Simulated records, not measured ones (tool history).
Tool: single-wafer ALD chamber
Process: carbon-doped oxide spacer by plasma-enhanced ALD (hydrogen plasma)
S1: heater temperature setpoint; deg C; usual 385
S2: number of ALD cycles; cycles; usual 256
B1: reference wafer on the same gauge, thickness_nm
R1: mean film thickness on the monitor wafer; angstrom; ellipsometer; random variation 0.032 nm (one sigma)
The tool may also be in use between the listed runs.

run 1 day=0.000 | S1=378 S2=256 | B1=13.299 | R1=128.10
run 2 day=2.817 | S1=378 S2=256 | B1=13.318 | R1=128.19
run 3 day=5.438 | S1=374 S2=256 | B1=13.328 | R1=127.91
run 4 day=7.842 | S1=374 S2=256 | B1=13.340 | R1=128.83
run 5 day=10.408 | S1=374 S2=256 | B1=13.351 | R1=128.12
run 6 day=12.371 | S1=389 S2=256 | B1=13.375 | R1=128.77
run 7 day=13.538 | S1=385 S2=256 | B1=13.380 | R1=128.61
run 8 day=14.608 | S1=385 S2=256 | B1=13.377 | R1=128.61
run 9 day=15.729 | S1=385 S2=256 | B1=13.382 | R1=128.92
run 10 day=18.333 | S1=385 S2=287 | B1=13.409 | R1=144.91
run 11 day=20.821 | S1=385 S2=287 | B1=13.422 | R1=144.59
run 12 day=22.525 | S1=385 S2=287 | B1=13.422 | R1=144.61
run 13 day=24.304 | S1=385 S2=256 | B1=13.455 | R1=129.06
run 14 day=25.350 | S1=385 S2=256 | B1=13.435 | R1=129.84
run 15 day=26.488 | S1=385 S2=256 | B1=13.446 | R1=129.24
run 16 day=28.346 | S1=378 S2=222 | B1=13.466 | R1=112.32
run 17 day=29.683 | S1=391 S2=256 | B1=13.466 | R1=129.68
-- day=30.500 thermocouple changed; heater temperature recalibrated
run 18 day=30.708 | S1=385 S2=256 | B1=13.458 | R1=128.71
run 19 day=32.688 | S1=377 S2=256 | B1=13.464 | R1=129.63
run 20 day=34.525 | S1=385 S2=283 | B1=13.492 | R1=142.96
run 21 day=39.333 | S1=393 S2=289 | B1=13.528 | R1=146.99
run 22 day=40.750 | S1=378 S2=286 | B1=13.530 | R1=145.58
run 23 day=43.083 | S1=396 S2=273 | B1=13.550 | R1=139.02
-- day=44.271 gauge calibrated
run 24 day=46.025 | S1=372 S2=240 | B1=13.228 | R1=118.83
run 25 day=48.992 | S1=371 S2=216 | B1=13.253 | R1=107.21
run 26 day=51.662 | S1=390 S2=242 | B1=13.246 | R1=119.85
run 27 day=53.571 | S1=385 S2=272 | B1=13.259 | R1=135.18
run 28 day=56.217 | S1=393 S2=287 | B1=13.282 | R1=143.45
run 29 day=57.392 | S1=399 S2=305 | B1=13.273 | R1=152.89
run 30 day=60.238 | S1=385 S2=256 | B1=13.290 | R1=127.42
run 31 day=62.225 | S1=385 S2=256 | B1=13.309 | R1=127.99

3 ways to go on from here, each from the tool as it stands after run 31. What would each give?
run A day=62.258 | S1=385 S2=256 | B1=? | R1=?
run B day=62.258 | S1=372 S2=305 | B1=? | R1=?
run C day=62.258 | S1=370 S2=210 | B1=? | R1=?

run=A B1=13.313 R1=128.36
run=B B1=13.313 R1=152.93
run=C B1=13.313 R1=105.30
Without the tool's hidden state the same runs would have given:
run=A R1=127.30
run=B R1=151.67
run=C R1=104.43

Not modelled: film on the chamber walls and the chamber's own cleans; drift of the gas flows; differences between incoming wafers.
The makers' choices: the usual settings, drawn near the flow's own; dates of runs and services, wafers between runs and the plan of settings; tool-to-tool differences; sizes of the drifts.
